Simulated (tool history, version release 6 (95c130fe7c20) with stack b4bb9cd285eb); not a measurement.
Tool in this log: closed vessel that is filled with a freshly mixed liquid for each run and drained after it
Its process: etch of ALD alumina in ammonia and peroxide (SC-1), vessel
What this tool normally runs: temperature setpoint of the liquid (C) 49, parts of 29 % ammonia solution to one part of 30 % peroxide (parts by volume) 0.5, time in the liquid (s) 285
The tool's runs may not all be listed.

run     day  temperature setpoint of the liquid (C)  parts of 29 % ammonia solution to one part of 30 % peroxide (parts by volume)  time in the liquid (s)  read-back film thickness of the ALD alumina reference wafer, read on the same gauge (nm)  thickness taken off the ALD alumina on a monitor wafer (Å)
  1       0                                      49                                                                            0.5                     285                                                                                        60                                                       202.3
      1.171  -- gauge calibrated
      2.621  -- thermometer replaced
  2   3.367                                      49                                                                            0.5                     285                                                                                        60                                                       182.6
  3     5.8                                      49                                                                            0.5                     285                                                                                     59.99                                                       187.6
  4   8.046                                      49                                                                            0.5                     285                                                                                     60.01                                                       186.5
  5  10.583                                      49                                                                            0.5                     285                                                                                        60                                                       184.7
     14.229  -- ammonia flow meter replaced
     15.712  -- new drum of ammonia solution connected
  6  17.467                                      49                                                                            0.5                     285                                                                                        60                                                         189
  7  19.896                                      49                                                                            0.5                     285                                                                                     60.02                                                       189.2
  8  22.012                                      49                                                                            0.5                     285                                                                                     60.01                                                       188.6
  9  25.212                                      49                                                                            0.5                     285                                                                                        60                                                       192.1
 10  27.242                                      49                                                                            0.4                     285                                                                                     60.01                                                       187.7
 11   31.45                                      49                                                                            0.4                     285                                                                                     60.01                                                       185.5
 12  33.679                                      49                                                                            0.4                     285                                                                                     60.01                                                       192.2
     34.033  -- new drum of ammonia solution connected
 13  36.342                                    45.5                                                                            0.5                     155                                                                                     59.99                                                        88.4
 14    39.3                                      49                                                                            0.5                     285                                                                                        60                                                       195.8
     39.529  -- gauge calibrated
 15  41.975                                    55.5                                                                            0.5                     150                                                                                     60.01                                                       146.5
 16  45.967                                      49                                                                            0.5                     285                                                                                        60                                                         198
     47.579  -- ammonia flow meter replaced
 17  50.388                                      49                                                                            0.6                     165                                                                                     60.01                                                         118
 18  52.883                                    58.5                                                                            0.5                     140                                                                                        60                                                         162
 19  54.546                                      43                                                                           0.25                     345                                                                                     59.99                                                       164.3
     54.592  -- thermometer replaced
 20  56.192                                    43.5                                                                           0.75                     220                                                                                     60.02                                                       108.1
     56.888  -- new drum of ammonia solution connected
 21  60.612                                      49                                                                            0.5                     285                                                                                     60.03                                                         188
 22  62.788                                      49                                                                            0.3                     285                                                                                     59.99                                                       180.5
 23  69.692                                    43.5                                                                           0.75                     220                                                                                        60                                                       114.6

For run 24, what comes out?
 24  73.846                                      49                                                                            0.5                     240                                                                                         ?                                                           ?

read-back film thickness of the ALD alumina reference wafer, read on the same gauge (nm): 60
thickness taken off the ALD alumina on a monitor wafer (Å): 162.7
Take away the tool's hidden state, keep the run-to-run variation as it was, and the same run would have given thickness taken off the ALD alumina on a monitor wafer (Å) 153.3.

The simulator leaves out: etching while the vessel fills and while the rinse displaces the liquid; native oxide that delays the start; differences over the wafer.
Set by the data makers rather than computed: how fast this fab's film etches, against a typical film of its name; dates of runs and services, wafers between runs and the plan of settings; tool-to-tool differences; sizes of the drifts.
